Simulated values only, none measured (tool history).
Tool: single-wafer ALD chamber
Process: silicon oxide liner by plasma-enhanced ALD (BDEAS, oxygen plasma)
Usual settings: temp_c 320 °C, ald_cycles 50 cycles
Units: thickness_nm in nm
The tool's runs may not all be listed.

run,hour,temp_c,ald_cycles,wafers since the last listed run,hours since the last thermocouple change,hours since the gauge calibration,"read-back reference wafer on the same gauge, thickness_nm",thickness_nm
1,0,320,50,0,822.5,185.7,4.415,4.352
2,17.3,320,50,153,839.8,203,4.415,4.357
3,30.3,320,50,115,852.8,216,4.422,4.338
4,43.7,320,58,119,866.2,229.4,4.418,5.041
5,60.9,320,58,153,883.4,246.6,4.429,5.053
6,75.9,320,58,133,898.4,261.6,4.425,5.053
7,89,320,50,116,911.5,274.7,4.424,4.361
8,96.1,320,50,63,918.6,281.8,4.427,4.357
9,110.3,320,50,126,932.8,296,4.431,4.382
10,119.6,320,50,82,942.1,305.3,4.434,4.347
11,135.7,320,50,143,958.2,321.4,4.44,4.382
12,151.5,320,50,140,974,337.2,4.438,4.371
13,159.5,320,50,71,982,345.2,4.439,4.384
14,176.5,320,56,151,999,362.2,4.445,4.91
15,183.9,320,56,65,1006.4,369.6,4.448,4.897
16,198.2,320,56,127,1020.7,383.9,4.448,4.89
# hour 220.3: thermocouple changed; heater temperature recalibrated
17,220.8,328,50,129,0.5,406.5,4.451,4.352
18,225.6,328,50,42,5.3,411.3,4.45,4.335
19,236.8,320,43,99,16.5,422.5,4.456,3.759
20,246.5,320,50,86,26.2,432.2,4.454,4.374
21,253.8,320,50,64,33.5,439.5,4.454,4.378
22,269.1,320,50,136,48.8,454.8,4.453,4.408
23,297.7,320,58,254,77.4,483.4,4.46,5.08
24,305.2,320,56,66,84.9,490.9,4.466,4.907
25,316.9,320,50,104,96.6,502.6,4.468,4.379
26,334.6,320,45,157,114.3,520.3,4.47,3.964
27,346.9,320,50,109,126.6,532.6,4.47,4.384
28,363.8,325,59,150,143.5,549.5,4.476,5.17
29,371,329,56,64,150.7,556.7,4.478,4.853
# hour 377: gauge calibrated
30,378.2,328,45,64,157.9,1.2,4.384,3.843
31,393.6,320,50,137,173.3,16.6,4.384,4.309
32,404.4,313,59,96,184.1,27.4,4.384,5.153
33,411.1,329,50,59,190.8,34.1,4.386,4.265
34,419.7,310,55,76,199.4,42.7,4.389,4.834
35,432.8,329,58,116,212.5,55.8,4.394,4.964
36,443.9,320,50,98,223.6,66.9,4.39,4.324
37,452.2,312,50,73,231.9,75.2,4.393,4.349
38,468.2,326,54,142,247.9,91.2,4.396,4.633
39,477.6,324,58,83,257.3,100.6,4.396,5.001
40,486.3,327,59,77,266,109.3,4.395,5.048
41,516.3,308,57,266,296,139.3,4.399,4.998
42,533.5,327,47,153,313.2,156.5,4.408,4.03
43,542.4,320,50,79,322.1,165.4,4.405,4.34

4 ways to go on from here, each from the tool as it stands after run 43. What would each give?
A,542.9,320,50,4,322.6,165.9,?,?
B,542.9,305,56,4,322.6,165.9,?,?
C,542.9,328,53,4,322.6,165.9,?,?
D,542.9,320,46,4,322.6,165.9,?,?

run,"read-back reference wafer on the same gauge, thickness_nm",thickness_nm
A,4.405,4.334
B,4.405,4.946
C,4.405,4.547
D,4.405,3.987
Without the tool's hidden state the same runs would have given:
run,thickness_nm
A,4.318
B,4.928
C,4.531
D,3.972

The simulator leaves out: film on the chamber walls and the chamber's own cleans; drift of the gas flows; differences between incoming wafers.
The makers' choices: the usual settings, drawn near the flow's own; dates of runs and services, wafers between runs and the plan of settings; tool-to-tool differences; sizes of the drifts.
